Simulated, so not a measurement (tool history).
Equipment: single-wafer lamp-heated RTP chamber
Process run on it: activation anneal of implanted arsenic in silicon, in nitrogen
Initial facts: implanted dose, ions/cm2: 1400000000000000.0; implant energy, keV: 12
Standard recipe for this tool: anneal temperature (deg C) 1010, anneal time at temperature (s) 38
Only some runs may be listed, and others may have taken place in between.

run    hour  anneal temperature (deg C)  anneal time at temperature (s)  wafers since the last listed run  wafers since the last pyrometer calibration  wafers since the reflector plate was cleaned  hours since the gauge calibration  read-back reference wafer on the same gauge, sheet resistance  sheet resistance of the implanted and annealed layer (ohm/square)
  1       0                        1001                              38                                 0                                         4666                                          8458                               94.8                                                         122.02                                                             107.76
  2    73.8                        1001                              38                               914                                         5580                                          9372                              168.6                                                         122.02                                                              106.8
      115.1  -- reflector plate cleaned
      172.1  -- pyrometer window cleaned and pyrometer calibrated
  3   181.4                        1010                              38                              1134                                          114                                           722                              276.2                                                         122.01                                                             104.23
  4   219.6                        1010                              38                               473                                          587                                          1195                              314.4                                                         121.94                                                             103.93
  5   325.4                        1010                              38                              1310                                         1898                                          2506                              420.2                                                         122.03                                                             103.11
  6   380.8                        1010                              38                               686                                         2584                                          3192                              475.6                                                         121.97                                                             102.42
  7   475.8                        1010                              47                              1176                                         3761                                          4369                              570.6                                                         121.96                                                              98.52
  8   554.6                        1010                              47                               976                                         4737                                          5345                              649.4                                                         122.04                                                              98.14
  9   616.3                        1010                              47                               764                                         5501                                          6109                              711.1                                                         122.01                                                              98.12
      673.2  -- pyrometer window cleaned and pyrometer calibrated
 10     691                        1010                              38                               826                                          220                                          6935                              785.8                                                         122.01                                                             102.79
 11   737.5                        1010                              38                               575                                          796                                          7511                              832.3                                                         122.06                                                             102.91
 12   805.5                        1010                              38                               842                                         1639                                          8353                              900.3                                                         121.99                                                             102.03
 13   884.7                        1010                              38                               981                                         2620                                          9334                              979.5                                                         122.01                                                             101.49
 14   969.6                        1010                              38                              1051                                         3671                                         10386                             1064.4                                                         122.01                                                             100.94
      993.8  -- reflector plate cleaned
 15  1064.8                        1010                              38                              1080                                         4751                                           879                             1159.6                                                         121.96                                                             102.05
 16  1109.7                        1010                              38                               556                                         5307                                          1435                             1204.5                                                            122                                                             102.58
     1150.1  -- pyrometer window cleaned and pyrometer calibrated
 17  1188.6                        1010                              38                               878                                          477                                          2313                             1283.4                                                         121.92                                                             103.82
 18  1232.7                         989                              56                               546                                         1023                                          2859                             1327.5                                                            122                                                             108.04
 19  1301.9                        1010                              38                               857                                         1880                                          3717                             1396.7                                                         122.01                                                             103.36
 20  1360.4                         988                              52                               724                                         2605                                          4441                             1455.2                                                         122.02                                                             109.81
 21  1396.9                         997                              57                               452                                         3057                                          4893                             1491.7                                                         121.97                                                             101.59
       1413  -- gauge calibrated
 22  1467.9                        1028                              16                               879                                         3937                                          5773                               54.9                                                         122.02                                                             110.07
 23  1563.3                         986                              38                              1181                                         5118                                          6954                              150.3                                                         121.95                                                             118.24
     1613.1  -- pyrometer window cleaned and pyrometer calibrated
 24  1666.3                        1010                              38                              1176                                          659                                          8131                              253.3                                                         122.05                                                             102.16
 25  1710.9                        1010                              38                               552                                         1212                                          8684                              297.9                                                            122                                                             101.68
 26  1756.7                        1010                              38                               567                                         1779                                          9251                              343.7                                                         122.03                                                             101.65
 27  1801.5                        1010                              19                               554                                         2334                                          9806                              388.5                                                         121.96                                                             116.23
     1827.2  -- reflector plate cleaned
 28  1889.1                        1032                              58                               985                                         3320                                           766                              476.1                                                         121.94                                                              86.81
 29  2121.8                        1010                              38                              2882                                         6202                                          3649                              708.8                                                         121.98                                                             103.09
 30  2159.1                         982                              21                               462                                         6664                                          4111                              746.1                                                         122.02                                                             135.38
     2190.2  -- pyrometer window cleaned and pyrometer calibrated
 31  2225.8                        1010                              21                               727                                          441                                          4838                              812.8                                                            122                                                             115.87
 32  2442.5                         983                              24                              2684                                         3125                                          7522                             1029.5                                                         121.94                                                             131.76
 33  2503.8                        1033                              38                               759                                         3884                                          8281                             1090.8                                                         121.93                                                              91.26
 34    2547                         980                              45                               535                                         4420                                          8817                               1134                                                            122                                                             117.48
     2583.9  -- reflector plate cleaned
 35  2613.3                        1010                              38                               722                                         5142                                           364                             1200.3                                                         122.03                                                             102.99

Same runs, no hidden state in the tool, same run-to-run variation:
The tool's hidden condition here consists of: true wafer temperature minus pyrometer reading, K; wafer temperature error from the tarnished reflector plate, K; gauge reads high (%).
run  sheet resistance of the implanted and annealed layer (ohm/square)
  1                                                             110.83
  2                                                             110.23
  3                                                             104.61
  4                                                             104.58
  5                                                              104.3
  6                                                             103.82
  7                                                             100.11
  8                                                              99.95
  9                                                             100.12
 10                                                             104.13
 11                                                             104.68
 12                                                             104.32
 13                                                             104.29
 14                                                             104.23
 15                                                              103.6
 16                                                              104.2
 17                                                              104.5
 18                                                             109.16
 19                                                              104.7
 20                                                             111.73
 21                                                             103.36
 22                                                             112.05
 23                                                             121.33
 24                                                             104.08
 25                                                             103.97
 26                                                             104.29
 27                                                             119.67
 28                                                              87.55
 29                                                             104.84
 30                                                             137.73
 31                                                             116.91
 32                                                             134.74
 33                                                              92.89
 34                                                             121.17
 35                                                             104.42
